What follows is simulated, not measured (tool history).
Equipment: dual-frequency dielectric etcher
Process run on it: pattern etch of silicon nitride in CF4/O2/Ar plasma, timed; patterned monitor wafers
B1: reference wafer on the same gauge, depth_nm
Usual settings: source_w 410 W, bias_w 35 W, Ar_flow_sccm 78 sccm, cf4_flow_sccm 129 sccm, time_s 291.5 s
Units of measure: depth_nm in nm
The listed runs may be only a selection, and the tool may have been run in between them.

run 1 hour=0 | source_w=410 bias_w=35 Ar_flow_sccm=78 cf4_flow_sccm=129 time_s=338 | B1=429.3 | depth_nm=470.9
-- hour=30.6 wet clean of the chamber
run 2 hour=50.5 | source_w=410 bias_w=35 Ar_flow_sccm=78 cf4_flow_sccm=129 time_s=338 | B1=428.9 | depth_nm=475.9
run 3 hour=110.5 | source_w=410 bias_w=35 Ar_flow_sccm=78 cf4_flow_sccm=129 time_s=291.5 | B1=429.6 | depth_nm=407
run 4 hour=167 | source_w=410 bias_w=35 Ar_flow_sccm=78 cf4_flow_sccm=129 time_s=291.5 | B1=430.6 | depth_nm=404.7
run 5 hour=222.8 | source_w=410 bias_w=35 Ar_flow_sccm=78 cf4_flow_sccm=129 time_s=291.5 | B1=427.6 | depth_nm=405.8
run 6 hour=247.5 | source_w=410 bias_w=35 Ar_flow_sccm=78 cf4_flow_sccm=129 time_s=291.5 | B1=427.5 | depth_nm=408.2
run 7 hour=276.5 | source_w=410 bias_w=35 Ar_flow_sccm=78 cf4_flow_sccm=129 time_s=291.5 | B1=429.7 | depth_nm=407.1
-- hour=318.4 upper electrode replaced
run 8 hour=318.9 | source_w=410 bias_w=31 Ar_flow_sccm=78 cf4_flow_sccm=129 time_s=291.5 | B1=428.8 | depth_nm=386.6
run 9 hour=349 | source_w=410 bias_w=31 Ar_flow_sccm=78 cf4_flow_sccm=129 time_s=291.5 | B1=429.3 | depth_nm=390.4
run 10 hour=382.4 | source_w=410 bias_w=31 Ar_flow_sccm=78 cf4_flow_sccm=129 time_s=291.5 | B1=429.3 | depth_nm=390.2
run 11 hour=444.8 | source_w=410 bias_w=35 Ar_flow_sccm=95 cf4_flow_sccm=129 time_s=291.5 | B1=428.7 | depth_nm=390.8
run 12 hour=510.5 | source_w=450 bias_w=35 Ar_flow_sccm=78 cf4_flow_sccm=153 time_s=262 | B1=428.4 | depth_nm=395.1
-- hour=515.8 gauge calibrated
-- hour=540.7 source power generator calibrated
-- hour=560.2 wet clean of the chamber
run 13 hour=560.7 | source_w=410 bias_w=35 Ar_flow_sccm=62 cf4_flow_sccm=129 time_s=291.5 | B1=429.2 | depth_nm=419.9
run 14 hour=576.6 | source_w=410 bias_w=35 Ar_flow_sccm=68 cf4_flow_sccm=129 time_s=377 | B1=430.8 | depth_nm=538.4
-- hour=765.6 bias power generator calibrated
run 15 hour=766.1 | source_w=410 bias_w=43 Ar_flow_sccm=78 cf4_flow_sccm=129 time_s=291.5 | B1=429.4 | depth_nm=437.7
-- hour=787 CF4 flow controller replaced
-- hour=801.5 Ar flow controller replaced
run 16 hour=802 | source_w=410 bias_w=35 Ar_flow_sccm=78 cf4_flow_sccm=159 time_s=291.5 | B1=428.7 | depth_nm=416.3
run 17 hour=859.2 | source_w=410 bias_w=35 Ar_flow_sccm=78 cf4_flow_sccm=129 time_s=291.5 | B1=429.6 | depth_nm=408
run 18 hour=928.8 | source_w=410 bias_w=35 Ar_flow_sccm=63 cf4_flow_sccm=108 time_s=291.5 | B1=428.9 | depth_nm=413.4
run 19 hour=983.5 | source_w=410 bias_w=35 Ar_flow_sccm=78 cf4_flow_sccm=129 time_s=291.5 | B1=427.8 | depth_nm=403.9
run 20 hour=1018.7 | source_w=410 bias_w=27 Ar_flow_sccm=61 cf4_flow_sccm=150 time_s=333 | B1=428.6 | depth_nm=453.4

What if the next run were any one of these 4? Each begins from the tool's condition after run 20:
run A hour=1019.2 | source_w=410 bias_w=35 Ar_flow_sccm=78 cf4_flow_sccm=129 time_s=291.5 | B1=? | depth_nm=?
run B hour=1019.2 | source_w=410 bias_w=27 Ar_flow_sccm=78 cf4_flow_sccm=129 time_s=212.5 | B1=? | depth_nm=?
run C hour=1019.2 | source_w=460 bias_w=30 Ar_flow_sccm=73 cf4_flow_sccm=129 time_s=291.5 | B1=? | depth_nm=?
run D hour=1019.2 | source_w=440 bias_w=31 Ar_flow_sccm=64 cf4_flow_sccm=129 time_s=346.5 | B1=? | depth_nm=?

run=A B1=428.9 depth_nm=408.4
run=B B1=428.9 depth_nm=273.8
run=C B1=428.9 depth_nm=424.9
run=D B1=428.9 depth_nm=506.5
Had the tool no hidden state, the same runs would have come out as:
run=A depth_nm=408.4
run=B depth_nm=273.8
run=C depth_nm=424.9
run=D depth_nm=506.5

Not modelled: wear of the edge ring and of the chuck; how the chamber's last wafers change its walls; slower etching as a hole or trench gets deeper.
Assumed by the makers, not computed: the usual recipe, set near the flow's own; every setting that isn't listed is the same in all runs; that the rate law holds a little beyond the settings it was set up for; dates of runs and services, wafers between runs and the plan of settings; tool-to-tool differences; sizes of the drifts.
